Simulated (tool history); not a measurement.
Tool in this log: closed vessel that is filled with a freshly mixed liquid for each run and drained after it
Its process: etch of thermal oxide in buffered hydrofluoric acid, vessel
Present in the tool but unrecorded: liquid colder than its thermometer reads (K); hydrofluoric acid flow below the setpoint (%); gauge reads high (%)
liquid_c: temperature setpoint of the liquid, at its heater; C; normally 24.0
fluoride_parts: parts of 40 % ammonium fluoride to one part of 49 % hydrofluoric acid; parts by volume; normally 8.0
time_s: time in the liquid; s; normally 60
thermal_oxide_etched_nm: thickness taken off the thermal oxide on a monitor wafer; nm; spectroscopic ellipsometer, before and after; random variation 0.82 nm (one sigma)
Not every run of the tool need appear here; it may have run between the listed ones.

run	hour	liquid_c	fluoride_parts	time_s	wafers since the last listed run	hours since the thermometer was replaced	hours since the hydrofluoric acid flow meter was replaced	hours since the gauge calibration	read-back film thickness of the thermal oxide reference wafer, read on the same gauge (nm)	thermal_oxide_etched_nm
1	0.0	24.0	8.0	60	0	1423.2	823.3	914.2	59.97	78.15
2	102.5	24.0	8.0	60	8831	1525.7	925.8	1016.7	60.00	78.37
3	132.7	20.0	8.0	60	2602	1555.9	956.0	1046.9	59.97	62.26
4	171.1	20.0	8.0	60	3308	1594.3	994.4	1085.3	60.01	62.25
5	222.4	20.0	8.0	60	4419	1645.6	1045.7	1136.6	59.96	64.05
6	275.5	24.0	8.0	60	4575	1698.7	1098.8	1189.7	60.05	76.66
7	333.1	24.0	8.0	60	4962	1756.3	1156.4	1247.3	60.02	78.06
8	404.2	24.0	8.0	60	6125	1827.4	1227.5	1318.4	60.06	77.84
9	442.6	21.0	6.0	60	3308	1865.8	1265.9	1356.8	60.00	86.50
10	476.6	21.0	6.0	60	2929	1899.8	1299.9	1390.8	59.98	85.17
11	504.3	24.0	8.0	60	2386	1927.5	1327.6	1418.5	59.98	77.39
# hour 517.2: thermometer replaced
# hour 536.2: hydrofluoric acid flow meter replaced
12	566.9	26.0	9.5	35	5221	49.7	30.7	1481.1	60.00	39.33
13	623.1	24.0	8.0	60	4842	105.9	86.9	1537.3	60.01	71.13
14	660.2	24.0	8.0	60	3196	143.0	124.0	1574.4	60.00	72.16
15	712.1	20.0	8.0	40	4471	194.9	175.9	1626.3	60.01	38.29
16	769.9	22.5	6.0	30	4980	252.7	233.7	1684.1	59.94	43.46
17	813.4	24.0	8.0	60	3747	296.2	277.2	1727.6	59.99	70.50
# hour 847.9: thermometer replaced, repeated, since the last time left the tool worse
18	855.1	22.0	10.0	60	3506	7.2	318.9	1769.3	60.04	62.74
19	924.1	20.5	10.0	60	5945	76.2	387.9	1838.3	60.00	56.37
20	949.4	29.0	8.0	50	2179	101.5	413.2	1863.6	60.03	91.37
21	1017.5	24.0	8.0	60	5867	169.6	481.3	1931.7	59.99	82.23
22	1068.7	24.0	8.0	60	4411	220.8	532.5	1982.9	59.94	83.58
# hour 1110.1: gauge calibrated
23	1241.2	29.0	9.5	75	14862	393.3	705.0	131.1	60.01	113.87
24	1275.4	24.0	8.0	60	2946	427.5	739.2	165.3	60.04	82.75
25	1359.9	24.0	8.0	60	7280	512.0	823.7	249.8	60.01	82.48
26	1405.3	19.5	5.0	85	3911	557.4	869.1	295.2	60.06	138.75
27	1439.0	27.0	8.0	60	2903	591.1	902.8	328.9	60.03	95.81
28	1473.6	26.5	6.5	90	2981	625.7	937.4	363.5	60.03	174.12
29	1499.3	24.0	10.0	95	2214	651.4	963.1	389.2	60.00	107.98
30	1557.3	24.0	8.0	75	4997	709.4	1021.1	447.2	59.98	101.54
31	1624.3	24.0	5.5	60	5772	776.4	1088.1	514.2	59.99	115.00
32	1680.0	24.0	6.5	40	4799	832.1	1143.8	569.9	60.03	66.82
33	1722.8	29.0	8.0	50	3687	874.9	1186.6	612.7	60.02	86.67

Below are 4 alternative next runs, each starting from the tool's condition after run 33. Predict each:
A	1723.5	27.5	8.0	60	60	875.6	1187.3	613.4	?	?
B	1723.5	25.5	10.0	90	60	875.6	1187.3	613.4	?	?
C	1723.5	20.0	8.0	45	60	875.6	1187.3	613.4	?	?
D	1723.5	24.0	6.0	40	60	875.6	1187.3	613.4	?	?

run	read-back film thickness of the thermal oxide reference wafer, read on the same gauge (nm)	thermal_oxide_etched_nm
A	60.01	99.15
B	60.01	109.97
C	60.01	49.26
D	60.01	72.19
Take away the tool's hidden state, keep each run's random variation, and the runs would have read:
run	thermal_oxide_etched_nm
A	104.25
B	115.72
C	51.93
D	75.99
